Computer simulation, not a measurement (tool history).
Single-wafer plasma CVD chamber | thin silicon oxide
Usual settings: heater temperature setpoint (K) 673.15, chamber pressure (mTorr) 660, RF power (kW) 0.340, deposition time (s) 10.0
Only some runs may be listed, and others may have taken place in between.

run,hour,heater temperature setpoint (K),chamber pressure (mTorr),RF power (kW),deposition time (s),wafers since the last listed run,hours since the last thermocouple change,hours since the last RF generator calibration,hours since the last manometer calibration,hours since the showerhead was replaced,hours since the gauge calibration,"read-back reference wafer on the same gauge, thickness_nm",mean film thickness on the monitor wafer (angstrom)
1,0.0,673.15,660,0.340,10.0,0,840.1,980.7,342.1,3768.2,482.9,17.702,162.35
2,26.2,673.15,660,0.320,11.4,848,866.3,1006.9,368.3,3794.4,509.1,17.697,179.30
3,185.4,673.15,660,0.320,11.4,5155,1025.5,1166.1,527.5,3953.6,668.3,17.717,178.28
4,254.5,673.15,731,0.340,11.0,2237,1094.6,1235.2,596.6,4022.7,737.4,17.712,196.64
# hour 292.0: showerhead replaced
# hour 294.1: gauge calibrated
5,301.4,673.15,731,0.340,11.0,1259,1141.5,1282.1,643.5,9.4,7.3,17.705,198.61
6,328.4,673.15,731,0.340,11.0,874,1168.5,1309.1,670.5,36.4,34.3,17.707,197.00
7,390.3,673.15,660,0.340,10.0,2004,1230.4,1371.0,732.4,98.3,96.2,17.697,163.03
# hour 431.5: thermocouple changed; heater temperature recalibrated
# hour 438.0: RF generator calibrated
8,439.2,673.15,660,0.340,10.0,1113,7.7,1.2,781.3,147.2,145.1,17.689,163.25
9,510.6,666.15,660,0.280,11.7,2312,79.1,72.6,852.7,218.6,216.5,17.716,169.72
# hour 568.5: capacitance manometer re-zeroed and calibrated
10,585.1,673.15,660,0.340,10.0,2153,153.6,147.1,16.6,293.1,291.0,17.702,160.42
11,638.1,673.15,585,0.285,9.5,1716,206.6,200.1,69.6,346.1,344.0,17.705,121.71
12,664.4,673.15,737,0.340,10.6,851,232.9,226.4,95.9,372.4,370.3,17.707,192.05
13,703.5,666.15,660,0.340,10.0,1266,272.0,265.5,135.0,411.5,409.4,17.697,163.42
14,733.4,683.15,731,0.380,10.0,968,301.9,295.4,164.9,441.4,439.3,17.698,188.04
15,798.3,673.15,579,0.340,10.0,2101,366.8,360.3,229.8,506.3,504.2,17.697,143.16
16,837.3,673.15,660,0.340,10.0,1262,405.8,399.3,268.8,545.3,543.2,17.695,161.55
17,863.7,686.15,751,0.305,8.8,854,432.2,425.7,295.2,571.7,569.6,17.712,149.42

Consider 5 possible next runs. They are alternatives, not a sequence: every one starts from the tool as it was left by run 17. What does each give?
A,864.1,673.15,660,0.310,10.0,12,432.6,426.1,295.6,572.1,570.0,?,?
B,864.1,659.15,710,0.300,10.0,12,432.6,426.1,295.6,572.1,570.0,?,?
C,864.1,673.15,721,0.340,10.0,12,432.6,426.1,295.6,572.1,570.0,?,?
D,864.1,659.15,660,0.340,10.0,12,432.6,426.1,295.6,572.1,570.0,?,?
E,864.1,673.15,769,0.340,10.0,12,432.6,426.1,295.6,572.1,570.0,?,?

run,"read-back reference wafer on the same gauge, thickness_nm",mean film thickness on the monitor wafer (angstrom)
A,17.684,152.41
B,17.684,161.44
C,17.684,175.85
D,17.684,162.64
E,17.684,186.87
With the hidden condition removed and each run's random variation left untouched, the same runs would have given:
run,mean film thickness on the monitor wafer (angstrom)
A,151.89
B,160.91
C,175.27
D,162.07
E,186.30

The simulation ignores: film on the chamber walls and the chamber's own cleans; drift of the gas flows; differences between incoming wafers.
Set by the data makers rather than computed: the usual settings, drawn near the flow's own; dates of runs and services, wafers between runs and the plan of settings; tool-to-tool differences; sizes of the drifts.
